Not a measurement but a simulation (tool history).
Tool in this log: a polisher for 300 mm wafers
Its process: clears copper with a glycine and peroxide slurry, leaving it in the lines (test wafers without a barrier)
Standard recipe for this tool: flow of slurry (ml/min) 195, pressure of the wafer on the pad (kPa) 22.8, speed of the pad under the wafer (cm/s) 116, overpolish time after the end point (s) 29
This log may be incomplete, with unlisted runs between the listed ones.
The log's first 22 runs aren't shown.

run,hour,flow of slurry (ml/min),pressure of the wafer on the pad (kPa),speed of the pad under the wafer (cm/s),overpolish time after the end point (s),wafers since the last listed run,wafers polished on this pad,hours since the slurry nozzle was cleaned,hours since the head pressure was calibrated,"incoming thickness of the incoming film, nm",time until the end point was called (s),dishing of a wide line in a test structure (nm)
# hour 1483.0: head pressure recalibrated
23,1530.7,165,28.3,116,29,951,5829,217.8,47.7,518.5,70.3,93.7
24,1591.5,245,20.0,78,41,731,6560,278.6,108.5,507.8,93.1,90.8
25,1644.8,195,15.9,116,18,641,7201,331.9,161.8,508.0,91.6,60.9
# hour 1651.9: worn pad replaced by a new one
26,1747.4,195,22.8,116,29,1186,1148,434.5,264.4,518.3,78.0,84.5
27,1851.4,195,22.8,96,29,1250,2399,538.5,368.4,518.1,88.6,84.4
28,1956.6,130,22.8,132,43,1265,3665,643.7,473.6,505.1,77.9,98.1
# hour 1978.0: slurry nozzle cleaned
29,2107.1,130,22.8,104,29,1798,5463,129.1,624.1,515.4,91.0,81.6
30,2182.0,135,29.6,116,37,900,6364,204.0,699.0,516.1,72.7,101.8
# hour 2193.3: head pressure recalibrated
# hour 2246.0: worn pad replaced by a new one
31,2264.1,225,15.9,116,29,915,218,286.1,70.8,517.8,93.8,81.3
32,2325.9,170,22.8,116,35,743,961,347.9,132.6,520.0,80.5,90.6
33,2404.1,195,22.8,116,29,940,1902,426.1,210.8,520.3,78.1,87.0
34,2473.1,195,29.0,116,29,829,2732,495.1,279.8,507.4,67.6,92.3
35,2551.0,195,18.6,116,29,937,3669,573.0,357.7,521.3,88.7,83.1

Each row is a separate what-if for the run after 35, all from the same tool condition, not one after another. Results?
A,2551.4,195,22.8,116,29,4,3674,573.4,358.1,519.4,?,?
B,2551.4,175,22.8,116,29,4,3674,573.4,358.1,519.4,?,?
C,2551.4,195,22.8,88,39,4,3674,573.4,358.1,519.4,?,?

run,time until the end point was called (s),dishing of a wide line in a test structure (nm)
A,81.8,84.9
B,83.2,84.3
C,93.4,92.0
What these runs would have given with no unlogged condition in the tool:
run,time until the end point was called (s),dishing of a wide line in a test structure (nm)
A,77.4,87.2
B,78.7,86.6
C,88.5,94.1
